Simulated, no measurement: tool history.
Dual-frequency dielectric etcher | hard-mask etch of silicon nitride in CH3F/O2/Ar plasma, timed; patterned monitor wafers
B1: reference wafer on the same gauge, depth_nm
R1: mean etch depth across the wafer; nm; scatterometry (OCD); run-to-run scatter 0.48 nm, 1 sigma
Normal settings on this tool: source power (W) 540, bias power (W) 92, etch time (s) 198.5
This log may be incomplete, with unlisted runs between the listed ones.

run 1 day=0.000 | source_power_(W)=540 bias_power_(W)=92 etch_time_(s)=198.5 | B1=181.1 | R1=159.6
run 2 day=1.433 | source_power_(W)=540 bias_power_(W)=92 etch_time_(s)=198.5 | B1=180.9 | R1=159.6
run 3 day=2.804 | source_power_(W)=540 bias_power_(W)=92 etch_time_(s)=212.0 | B1=181.0 | R1=171.6
run 4 day=4.254 | source_power_(W)=540 bias_power_(W)=92 etch_time_(s)=198.5 | B1=181.0 | R1=160.4
run 5 day=5.400 | source_power_(W)=540 bias_power_(W)=92 etch_time_(s)=198.5 | B1=181.0 | R1=160.0
run 6 day=6.733 | source_power_(W)=580 bias_power_(W)=92 etch_time_(s)=198.5 | B1=181.1 | R1=165.3
run 7 day=7.600 | source_power_(W)=580 bias_power_(W)=92 etch_time_(s)=198.5 | B1=181.1 | R1=165.2
run 8 day=8.658 | source_power_(W)=480 bias_power_(W)=104 etch_time_(s)=217.0 | B1=181.0 | R1=177.7
run 9 day=9.871 | source_power_(W)=540 bias_power_(W)=92 etch_time_(s)=198.5 | B1=181.1 | R1=160.9
run 10 day=11.017 | source_power_(W)=540 bias_power_(W)=92 etch_time_(s)=198.5 | B1=180.9 | R1=161.6
-- day=13.271 wet clean of the chamber
run 11 day=13.292 | source_power_(W)=540 bias_power_(W)=92 etch_time_(s)=227.5 | B1=181.0 | R1=180.5
run 12 day=13.304 | source_power_(W)=540 bias_power_(W)=92 etch_time_(s)=198.5 | B1=181.0 | R1=157.9
run 13 day=14.008 | source_power_(W)=630 bias_power_(W)=76 etch_time_(s)=256.0 | B1=181.1 | R1=201.9
-- day=14.612 bias power generator calibrated
-- day=15.171 gauge calibrated
-- day=15.192 source power generator calibrated
run 14 day=15.462 | source_power_(W)=630 bias_power_(W)=112 etch_time_(s)=229.0 | B1=181.0 | R1=205.5
run 15 day=16.933 | source_power_(W)=490 bias_power_(W)=103 etch_time_(s)=172.0 | B1=181.0 | R1=138.2
run 16 day=17.983 | source_power_(W)=480 bias_power_(W)=109 etch_time_(s)=255.5 | B1=181.1 | R1=207.9
-- day=19.933 upper electrode replaced
run 17 day=19.954 | source_power_(W)=610 bias_power_(W)=82 etch_time_(s)=239.5 | B1=180.9 | R1=192.9
run 18 day=20.712 | source_power_(W)=660 bias_power_(W)=103 etch_time_(s)=166.0 | B1=181.2 | R1=148.5
run 19 day=24.896 | source_power_(W)=490 bias_power_(W)=112 etch_time_(s)=250.5 | B1=181.1 | R1=209.6
run 20 day=29.008 | source_power_(W)=540 bias_power_(W)=92 etch_time_(s)=198.5 | B1=181.0 | R1=160.5
run 21 day=30.375 | source_power_(W)=640 bias_power_(W)=82 etch_time_(s)=255.5 | B1=181.0 | R1=212.9
run 22 day=30.962 | source_power_(W)=600 bias_power_(W)=92 etch_time_(s)=198.5 | B1=181.0 | R1=168.2
run 23 day=31.742 | source_power_(W)=540 bias_power_(W)=92 etch_time_(s)=158.5 | B1=181.0 | R1=129.0
run 24 day=32.925 | source_power_(W)=670 bias_power_(W)=111 etch_time_(s)=142.0 | B1=181.0 | R1=133.0
run 25 day=34.104 | source_power_(W)=540 bias_power_(W)=92 etch_time_(s)=198.5 | B1=180.9 | R1=162.4
-- day=35.242 wet clean of the chamber
run 26 day=36.854 | source_power_(W)=630 bias_power_(W)=92 etch_time_(s)=198.5 | B1=181.0 | R1=168.3
run 27 day=37.779 | source_power_(W)=430 bias_power_(W)=92 etch_time_(s)=198.5 | B1=181.0 | R1=147.9
run 28 day=38.400 | source_power_(W)=660 bias_power_(W)=104 etch_time_(s)=147.0 | B1=181.0 | R1=132.3
run 29 day=39.188 | source_power_(W)=540 bias_power_(W)=92 etch_time_(s)=198.5 | B1=180.9 | R1=159.6
run 30 day=40.129 | source_power_(W)=540 bias_power_(W)=92 etch_time_(s)=158.5 | B1=181.1 | R1=128.5

Each row is a separate what-if for the run after 30, all from the same tool condition, not one after another. Results?
run A day=40.150 | source_power_(W)=540 bias_power_(W)=100 etch_time_(s)=198.5 | B1=? | R1=?
run B day=40.150 | source_power_(W)=650 bias_power_(W)=78 etch_time_(s)=139.0 | B1=? | R1=?
run C day=40.150 | source_power_(W)=430 bias_power_(W)=92 etch_time_(s)=177.5 | B1=? | R1=?
run D day=40.150 | source_power_(W)=420 bias_power_(W)=78 etch_time_(s)=221.0 | B1=? | R1=?

run=A B1=181.0 R1=165.9
run=B B1=181.0 R1=114.4
run=C B1=181.0 R1=133.8
run=D B1=181.0 R1=156.8
The same runs, with their run-to-run variation unchanged, on a tool lacking any hidden condition would have given:
run=A R1=163.9
run=B R1=113.0
run=C R1=132.2
run=D R1=154.9

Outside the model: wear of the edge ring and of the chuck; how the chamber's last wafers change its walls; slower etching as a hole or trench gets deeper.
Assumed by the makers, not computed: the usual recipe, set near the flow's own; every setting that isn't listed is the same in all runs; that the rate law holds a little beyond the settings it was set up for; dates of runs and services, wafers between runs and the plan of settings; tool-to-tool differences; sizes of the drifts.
